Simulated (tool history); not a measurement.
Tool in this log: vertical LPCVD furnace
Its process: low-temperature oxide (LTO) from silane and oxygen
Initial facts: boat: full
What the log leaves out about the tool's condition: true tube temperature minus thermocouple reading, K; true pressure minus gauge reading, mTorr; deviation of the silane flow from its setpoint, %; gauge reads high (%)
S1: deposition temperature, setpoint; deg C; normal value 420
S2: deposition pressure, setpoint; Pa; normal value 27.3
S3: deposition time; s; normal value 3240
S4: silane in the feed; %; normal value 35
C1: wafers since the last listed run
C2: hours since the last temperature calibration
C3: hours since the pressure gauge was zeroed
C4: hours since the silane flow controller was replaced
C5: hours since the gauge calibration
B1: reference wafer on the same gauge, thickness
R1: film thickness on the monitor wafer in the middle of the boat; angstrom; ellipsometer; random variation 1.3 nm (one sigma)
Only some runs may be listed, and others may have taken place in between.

run    hour   S1    S2    S3  S4    C1      C2      C3      C4      C5      B1      R1
  1     0.0  420  27.3  3240  35     0  2808.3  3415.8  2241.9  1834.1  441.93  5410.1
  2    30.5  420  27.3  3240  35   481  2838.8  3446.3  2272.4  1864.6  442.34  5403.0
       63.8  -- pressure gauge zeroed
  3    68.0  420  27.3  3240  35   213  2876.3     4.2  2309.9  1902.1  442.18  5186.8
  4   117.4  420  27.3  3240  35   780  2925.7    53.6  2359.3  1951.5  442.14  5199.5
  5   177.1  420  30.7  3240  35   942  2985.4   113.3  2419.0  2011.2  441.96  5826.2
  6   231.0  427  31.3  3240  35   851  3039.3   167.2  2472.9  2065.1  441.95  6377.2
  7   271.8  427  31.3  3240  35   644  3080.1   208.0  2513.7  2105.9  442.16  6380.1
  8   300.8  420  22.7  2250  35   457  3109.1   237.0  2542.7  2134.9  442.30  3008.6
      338.9  -- gauge calibrated
  9   343.7  415  24.0  2670  38   677  3152.0   279.9  2585.6     4.8  442.09  3958.4
 10   406.7  420  27.3  4350  30   994  3215.0   342.9  2648.6    67.8  441.77  5758.7
      474.4  -- thermocouples replaced and temperature profile calibrated
 11   474.9  420  27.3  3240  35   697     0.5   411.1  2716.8   136.0  442.15  5008.9
      506.3  -- silane flow controller replaced
 12   519.7  415  27.3  3840  35   328    45.3   455.9    13.4   180.8  441.87  5658.9
 13   561.4  420  32.7  3240  35   658    87.0   497.6    55.1   222.5  441.74  6015.2
 14   614.1  420  27.3  3240  35   832   139.7   550.3   107.8   275.2  442.08  5044.8
 15   646.9  420  24.7  3240  38   517   172.5   583.1   140.6   308.0  441.96  5016.4
 16   695.9  420  27.3  2640  38   773   221.5   632.1   189.6   357.0  441.89  4550.2
 17   740.2  420  27.3  3240  35   699   265.8   676.4   233.9   401.3  442.07  5034.0
 18   801.4  420  27.3  3240  37   966   327.0   737.6   295.1   462.5  441.90  5415.3
 19   872.9  420  27.3  4380  33  1128   398.5   809.1   366.6   534.0  441.99  6333.1
 20   926.8  420  27.3  3840  35   851   452.4   863.0   420.5   587.9  442.02  5998.3
 21   980.2  420  32.0  3240  32   843   505.8   916.4   473.9   641.3  441.87  5248.7
 22  1023.3  424  32.0  3240  35   680   548.9   959.5   517.0   684.4  442.10  6185.1
 23  1086.6  420  27.3  4350  30   999   612.2  1022.8   580.3   747.7  442.09  5523.3
 24  1115.1  427  31.3  3240  35   450   640.7  1051.3   608.8   776.2  441.85  6228.3
 25  1163.1  420  27.3  3240  30   757   688.7  1099.3   656.8   824.2  441.99  4140.4
 26  1231.9  420  27.3  3240  35  1086   757.5  1168.1   725.6   893.0  442.16  5073.8
 27  1279.6  420  24.0  3900  35   753   805.2  1215.8   773.3   940.7  442.04  5387.7
 28  1328.9  420  27.3  3240  35   778   854.5  1265.1   822.6   990.0  442.02  5125.1
 29  1358.0  420  27.3  3240  35   459   883.6  1294.2   851.7  1019.1  442.39  5075.3
 30  1406.0  420  27.3  3240  35   757   931.6  1342.2   899.7  1067.1  441.97  5094.5

Forecast run 31:
 31  1431.6  420  27.3  3240  35  404  957.2  1367.8  925.3  1092.7   ?   ?

B1: 442.08
R1: 5107.6 angstrom
If the tool had no hidden condition, the same run with the same run-to-run variation would have returned R1 5008.5 angstrom.

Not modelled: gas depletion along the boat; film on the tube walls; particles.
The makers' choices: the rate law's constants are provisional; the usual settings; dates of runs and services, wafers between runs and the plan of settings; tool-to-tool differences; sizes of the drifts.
